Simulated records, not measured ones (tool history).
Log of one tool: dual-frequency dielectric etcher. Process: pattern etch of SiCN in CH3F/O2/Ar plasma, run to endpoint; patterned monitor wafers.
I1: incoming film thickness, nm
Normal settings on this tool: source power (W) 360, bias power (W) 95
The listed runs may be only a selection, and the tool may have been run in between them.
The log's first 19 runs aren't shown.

run 20 hour=224.8 | source_power_(W)=310 bias_power_(W)=83 | I1=7.44 | endpoint_time_(s)=21.8
run 21 hour=239.5 | source_power_(W)=310 bias_power_(W)=95 | I1=7.42 | endpoint_time_(s)=20.7
run 22 hour=249.5 | source_power_(W)=360 bias_power_(W)=95 | I1=7.37 | endpoint_time_(s)=19.0
run 23 hour=255.9 | source_power_(W)=440 bias_power_(W)=95 | I1=7.34 | endpoint_time_(s)=17.3
-- hour=278.7 source power generator calibrated
run 24 hour=283.0 | source_power_(W)=300 bias_power_(W)=106 | I1=7.32 | endpoint_time_(s)=20.0
run 25 hour=295.1 | source_power_(W)=280 bias_power_(W)=111 | I1=7.46 | endpoint_time_(s)=20.6
run 26 hour=311.6 | source_power_(W)=360 bias_power_(W)=95 | I1=7.37 | endpoint_time_(s)=19.0
run 27 hour=326.9 | source_power_(W)=410 bias_power_(W)=78 | I1=7.43 | endpoint_time_(s)=19.5
run 28 hour=336.4 | source_power_(W)=360 bias_power_(W)=102 | I1=7.37 | endpoint_time_(s)=18.4
run 29 hour=345.7 | source_power_(W)=430 bias_power_(W)=84 | I1=7.41 | endpoint_time_(s)=18.5
run 30 hour=352.7 | source_power_(W)=360 bias_power_(W)=112 | I1=7.46 | endpoint_time_(s)=18.1
run 31 hour=367.2 | source_power_(W)=360 bias_power_(W)=80 | I1=7.41 | endpoint_time_(s)=20.3
run 32 hour=382.4 | source_power_(W)=360 bias_power_(W)=95 | I1=7.43 | endpoint_time_(s)=19.2
run 33 hour=394.8 | source_power_(W)=360 bias_power_(W)=95 | I1=7.34 | endpoint_time_(s)=19.0
run 34 hour=404.8 | source_power_(W)=440 bias_power_(W)=88 | I1=7.40 | endpoint_time_(s)=17.9
run 35 hour=412.2 | source_power_(W)=430 bias_power_(W)=95 | I1=7.34 | endpoint_time_(s)=17.6
run 36 hour=427.0 | source_power_(W)=360 bias_power_(W)=86 | I1=7.41 | endpoint_time_(s)=19.7
run 37 hour=433.9 | source_power_(W)=330 bias_power_(W)=79 | I1=7.41 | endpoint_time_(s)=21.4

Each row is a separate what-if for the run after 37, all from the same tool condition, not one after another. Results?
run A hour=434.3 | source_power_(W)=410 bias_power_(W)=95 | I1=7.44 | endpoint_time_(s)=?
run B hour=434.3 | source_power_(W)=360 bias_power_(W)=110 | I1=7.44 | endpoint_time_(s)=?
run C hour=434.3 | source_power_(W)=400 bias_power_(W)=102 | I1=7.44 | endpoint_time_(s)=?

run=A endpoint_time_(s)=18.1
run=B endpoint_time_(s)=18.1
run=C endpoint_time_(s)=17.8
With no hidden state in the tool, these same runs would have given:
run=A endpoint_time_(s)=18.1
run=B endpoint_time_(s)=18.1
run=C endpoint_time_(s)=17.8
